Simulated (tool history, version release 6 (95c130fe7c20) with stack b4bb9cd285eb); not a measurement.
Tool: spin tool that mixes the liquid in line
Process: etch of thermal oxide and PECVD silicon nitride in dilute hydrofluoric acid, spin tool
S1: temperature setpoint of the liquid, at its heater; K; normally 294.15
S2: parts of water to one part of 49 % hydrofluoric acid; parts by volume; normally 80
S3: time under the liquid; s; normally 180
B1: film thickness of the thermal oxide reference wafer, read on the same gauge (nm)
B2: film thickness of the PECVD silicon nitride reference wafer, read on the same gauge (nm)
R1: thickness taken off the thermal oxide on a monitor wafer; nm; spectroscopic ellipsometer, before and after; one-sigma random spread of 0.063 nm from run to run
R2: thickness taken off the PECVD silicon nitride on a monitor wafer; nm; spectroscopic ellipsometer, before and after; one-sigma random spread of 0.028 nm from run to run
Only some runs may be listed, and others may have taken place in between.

run    hour      S1   S2   S3      B1     B2     R1     R2
  1     0.0  294.15   80  180  100.04  69.97  10.16   8.51
  2    44.5  291.65   80  180   99.97  69.96   9.18   7.19
  3    84.9  296.15   60  180  100.01  70.00  15.15  12.86
  4   123.6  296.15   60  180  100.01  69.94  15.00  12.87
  5   191.6  291.65   90  135  100.01  69.99   6.04   4.79
  6   271.0  290.65   80  180  100.00  70.04   8.82   6.63
  7   340.7  294.15   80  180  100.01  70.02  10.12   8.44
  8   411.3  296.65   80  180  100.01  70.01  11.05   9.94
  9   581.2  294.15   80  180  100.00  69.97   9.27   7.60
 10   638.2  294.15   80  180  100.02  70.04  10.10   8.10
 11   720.6  290.15   80  130   99.96  70.01   6.16   4.44
 12   776.1  294.15   80  180   99.97  70.02  10.00   8.08
 13   881.0  292.15   60  180   99.95  69.99  12.51   9.31
 14   968.0  294.15   80  180   99.99  70.01   9.86   8.08
 15  1062.0  295.65   50  285  100.02  70.00  27.74  22.33
 16  1114.4  298.15   60  180   99.98  70.03  15.78  13.83
 17  1204.1  290.15   80  270  100.00  69.99  12.45   9.10
 18  1476.7  294.15   60  180  100.01  70.00  13.35  10.54
 19  1525.9  294.15   80  180   99.97  69.97   9.60   7.98
 20  1563.1  294.15   65  180   99.96  70.00  12.07   9.73
 21  1637.7  294.15  115  180   99.98  70.00   6.39   5.56
 22  1675.6  294.15   55  180  100.03  70.02  14.33  11.52
 23  1760.5  294.15   80  105  100.02  70.02   5.96   4.89
 24  1914.2  292.15   80   75   99.98  70.01   3.87   3.04
 25  2019.8  294.15   65   75   99.98  69.99   5.29   4.27
 26  2063.9  292.65   80  255   99.97  70.00  13.40  10.75
 27  2142.6  296.15  100  130  100.01  69.97   6.17   5.54

Between the runs listed above, the log contained 4 entries, not reproduced here. Where in the sequence does each belong, and how does what the log doesn't record of the tool's condition differ from the listed run before to the listed run after?
Run 8 -> run 9: thermometer replaced (hour 486.4)
  liquid hotter than its thermometer reads (K): 1.46 -> 0.0536; hydrofluoric acid flow below the setpoint (%): 5.31 -> 6.26
  measured minus no-state result, R1: -0.02 -> -0.66 nm; R2: +0.42 -> -0.47 nm
Run 9 -> run 10: hydrofluoric acid flow meter replaced (hour 599.1)
  liquid hotter than its thermometer reads (K): 0.0536 -> 0.0855; hydrofluoric acid flow below the setpoint (%): 6.26 -> 0.305
  measured minus no-state result, R1: -0.66 -> +0.00 nm; R2: -0.47 -> +0.03 nm
Run 14 -> run 15: gauge calibrated (hour 1023.2)
  liquid hotter than its thermometer reads (K): 0.27 -> 0.323; hydrofluoric acid flow below the setpoint (%): 2.14 -> 2.66
  measured minus no-state result, R1: -0.13 -> -0.43 nm; R2: -0.03 -> -0.10 nm
Run 22 -> run 23: hydrofluoric acid flow meter replaced (hour 1744.7)
  liquid hotter than its thermometer reads (K): 0.666 -> 0.714; hydrofluoric acid flow below the setpoint (%): 6.08 -> 0.799
  measured minus no-state result, R1: -0.58 -> +0.12 nm; R2: -0.17 -> +0.19 nm

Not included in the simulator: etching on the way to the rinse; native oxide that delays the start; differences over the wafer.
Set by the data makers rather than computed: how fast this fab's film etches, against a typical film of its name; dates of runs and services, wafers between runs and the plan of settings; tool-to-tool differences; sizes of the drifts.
